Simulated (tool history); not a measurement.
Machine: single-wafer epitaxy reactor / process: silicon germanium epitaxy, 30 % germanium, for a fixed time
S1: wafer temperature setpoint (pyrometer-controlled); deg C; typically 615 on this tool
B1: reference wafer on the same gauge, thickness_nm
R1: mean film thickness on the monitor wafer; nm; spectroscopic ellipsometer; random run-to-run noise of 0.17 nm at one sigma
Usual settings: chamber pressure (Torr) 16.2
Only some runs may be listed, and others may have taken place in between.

Run 1, hour 0: usual settings but chamber pressure (Torr) 13.7; B1 63.167. Result: R1 66.488 nm.
Run 2, hour 24.2: usual settings but chamber pressure (Torr) 13.7; B1 63.161. Result: R1 66.36 nm.
Run 3, hour 76: usual settings but chamber pressure (Torr) 13.7; B1 63.13. Result: R1 66.26 nm.
Run 4, hour 144.2: usual settings; B1 63.063. Result: R1 68.925 nm.
Run 5, hour 204.3: usual settings; B1 63.063. Result: R1 68.883 nm.
Run 6, hour 242.1: usual settings; B1 63.028. Result: R1 68.667 nm.
Run 7, hour 270.8: usual settings; B1 63.003. Result: R1 68.339 nm.
Run 8, hour 325.6: usual settings but S1 624 deg C, chamber pressure (Torr) 13.6; B1 62.938. Result: R1 75.961 nm.
Run 9, hour 368.4: usual settings but S1 621 deg C; B1 62.945. Result: R1 75.208 nm.
Run 10, hour 420.8: usual settings but S1 621 deg C; B1 62.952. Result: R1 75.428 nm.
Run 11, hour 488.2: usual settings; B1 62.827. Result: R1 68.745 nm.
Run 12, hour 540.8: usual settings; B1 62.748. Result: R1 68.253 nm.
Run 13, hour 572.5: usual settings; B1 62.81. Result: R1 68.611 nm.
Run 14, hour 615: usual settings but S1 609 deg C, chamber pressure (Torr) 14.3; B1 62.705. Result: R1 60.398 nm.
Run 15, hour 672: usual settings but chamber pressure (Torr) 19.7; B1 62.671. Result: R1 71.302 nm.
Run 16, hour 713.3: usual settings but S1 626 deg C, chamber pressure (Torr) 20.1; B1 62.675. Result: R1 85.334 nm.
At hour 741.1: pyrometer calibrated.
At hour 763.3: capacitance manometer re-zeroed and calibrated.
Run 17, hour 763.8: usual settings but S1 605 deg C, chamber pressure (Torr) 14; B1 62.641. Result: R1 56.538 nm.
Run 18, hour 803.1: usual settings but chamber pressure (Torr) 13.1; B1 62.563. Result: R1 65.288 nm.
At hour 833: gauge calibrated.
Run 19, hour 857.2: usual settings but S1 601 deg C, chamber pressure (Torr) 13.5; B1 63.788. Result: R1 53.558 nm.
Run 20, hour 919.6: usual settings but chamber pressure (Torr) 18.1; B1 63.78. Result: R1 71.24 nm.
Run 21, hour 953.1: usual settings but S1 611 deg C, chamber pressure (Torr) 14.8; B1 63.745. Result: R1 64.04 nm.
Run 22, hour 993.4: usual settings; B1 63.735. Result: R1 69.817 nm.
Run 23, hour 1045.5: usual settings; B1 63.742. Result: R1 69.39 nm.
At hour 1182.5: showerhead replaced.
Run 24, hour 1237.2: usual settings but S1 627 deg C, chamber pressure (Torr) 19.5; B1 63.664. Result: R1 87.371 nm.
Run 25, hour 1277.9: usual settings but S1 626 deg C, chamber pressure (Torr) 14.9; B1 63.739. Result: R1 80.89 nm.
Run 26, hour 1349.8: usual settings but S1 608 deg C, chamber pressure (Torr) 17.8; B1 63.691. Result: R1 63.832 nm.
Run 27, hour 1399.6: usual settings but S1 622 deg C, chamber pressure (Torr) 18; B1 63.667. Result: R1 79.587 nm.
Run 28, hour 1443.6: usual settings but S1 627 deg C; B1 63.683. Result: R1 83.641 nm.
Run 29, hour 1472.8: usual settings but S1 628 deg C, chamber pressure (Torr) 17.8; B1 63.693. Result: R1 86.477 nm.
Run 30, hour 1531.8: usual settings but S1 628 deg C, chamber pressure (Torr) 14.3; B1 63.682. Result: R1 82.518 nm.
Run 31, hour 1589.8: usual settings; B1 63.634. Result: R1 69.367 nm.
Run 32, hour 1628: usual settings but S1 628 deg C, chamber pressure (Torr) 20; B1 63.59. Result: R1 88.898 nm.
Run 33, hour 1698.5: usual settings; B1 63.613. Result: R1 69.328 nm.
Run 34, hour 1751.9: usual settings; B1 63.533. Result: R1 69.281 nm.
Run 35, hour 1777.6: usual settings; B1 63.532. Result: R1 69.421 nm.

Alternative continuations, all from the tool just after run 35; predict every row:
Run A, hour 1778: usual settings but S1 629 deg C; B1 ?. Result: R1 ?.
Run B, hour 1778: usual settings but S1 621 deg C, chamber pressure (Torr) 14.4; B1 ?. Result: R1 ?.
Run C, hour 1778: usual settings but S1 602 deg C, chamber pressure (Torr) 19.1; B1 ?. Result: R1 ?.
Run D, hour 1778: usual settings but S1 628 deg C, chamber pressure (Torr) 19.1; B1 ?. Result: R1 ?.

run      B1      R1
  A  63.569  85.835
  B  63.569  74.017
  C  63.569  58.692
  D  63.569  87.909
Without the tool's unlogged condition, the same runs would have read:
run      R1
  A  86.043
  B  74.196
  C  58.834
  D  88.121

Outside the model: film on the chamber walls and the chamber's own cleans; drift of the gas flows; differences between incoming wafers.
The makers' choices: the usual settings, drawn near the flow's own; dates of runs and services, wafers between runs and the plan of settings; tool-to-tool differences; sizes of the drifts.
